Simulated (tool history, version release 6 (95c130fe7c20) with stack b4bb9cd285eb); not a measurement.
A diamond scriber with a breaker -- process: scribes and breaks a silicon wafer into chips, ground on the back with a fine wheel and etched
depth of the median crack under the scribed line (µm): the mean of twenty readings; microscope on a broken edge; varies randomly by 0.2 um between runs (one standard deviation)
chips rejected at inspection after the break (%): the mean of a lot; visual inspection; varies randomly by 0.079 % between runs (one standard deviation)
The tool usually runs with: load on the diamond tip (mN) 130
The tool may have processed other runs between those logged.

run,hour,load on the diamond tip (mN),wafers since the last listed run,hours since the diamond tip was replaced,hours since the load on the tip was calibrated,"incoming depth of the damage left on the back of the incoming wafer, um",depth of the median crack under the scribed line (µm),chips rejected at inspection after the break (%)
1,0.0,130,0,182.9,472.0,0.48,12.46,1.20
2,14.5,130,32,197.4,486.5,0.55,12.23,1.13
3,44.6,130,67,227.5,516.6,0.38,12.13,1.53
4,73.3,157,64,256.2,545.3,0.74,13.27,1.06
5,90.3,157,38,273.2,562.3,0.46,12.73,0.94
6,154.9,157,145,337.8,626.9,0.66,12.51,0.98
7,170.1,143,34,353.0,642.1,0.68,11.91,1.75
8,200.7,143,68,383.6,672.7,0.68,11.91,1.80
9,236.3,143,80,419.2,708.3,0.47,12.01,2.15
10,256.8,107,46,439.7,728.8,0.51,10.43,6.48
# hour 269.0: load on the tip recalibrated
11,275.4,130,37,458.3,6.4,0.52,11.24,3.01
12,308.1,95,73,491.0,39.1,0.40,9.70,8.50
13,341.2,167,74,524.1,72.2,0.52,11.94,1.41
14,354.0,159,28,536.9,85.0,0.44,11.81,1.80
15,377.9,161,53,560.8,108.9,0.57,11.73,2.08
16,400.7,162,51,583.6,131.7,0.78,11.61,2.19
17,416.3,169,35,599.2,147.3,0.46,11.84,1.74
# hour 461.2: diamond tip replaced by a new one
18,479.3,130,137,18.1,210.3,0.64,12.49,1.05
19,513.6,130,77,52.4,244.6,0.53,12.34,1.16
20,545.8,115,72,84.6,276.8,0.33,11.87,1.70
21,563.8,130,40,102.6,294.8,0.40,12.72,1.46
22,579.8,96,36,118.6,310.8,0.34,10.47,3.96
23,609.2,130,66,148.0,340.2,0.59,12.30,1.33

3 options for the next run, each taken on its own from the tool as it stands now. Forecast them:
A,609.9,130,1,148.7,340.9,0.31,?,?
B,609.9,116,1,148.7,340.9,0.31,?,?
C,609.9,102,1,148.7,340.9,0.31,?,?

run,depth of the median crack under the scribed line (µm),chips rejected at inspection after the break (%)
A,11.99,1.35
B,11.43,2.16
C,10.86,3.50
Had the tool no hidden state, the same runs would have come out as:
run,depth of the median crack under the scribed line (µm),chips rejected at inspection after the break (%)
A,12.78,0.96
B,12.18,1.18
C,11.58,1.91
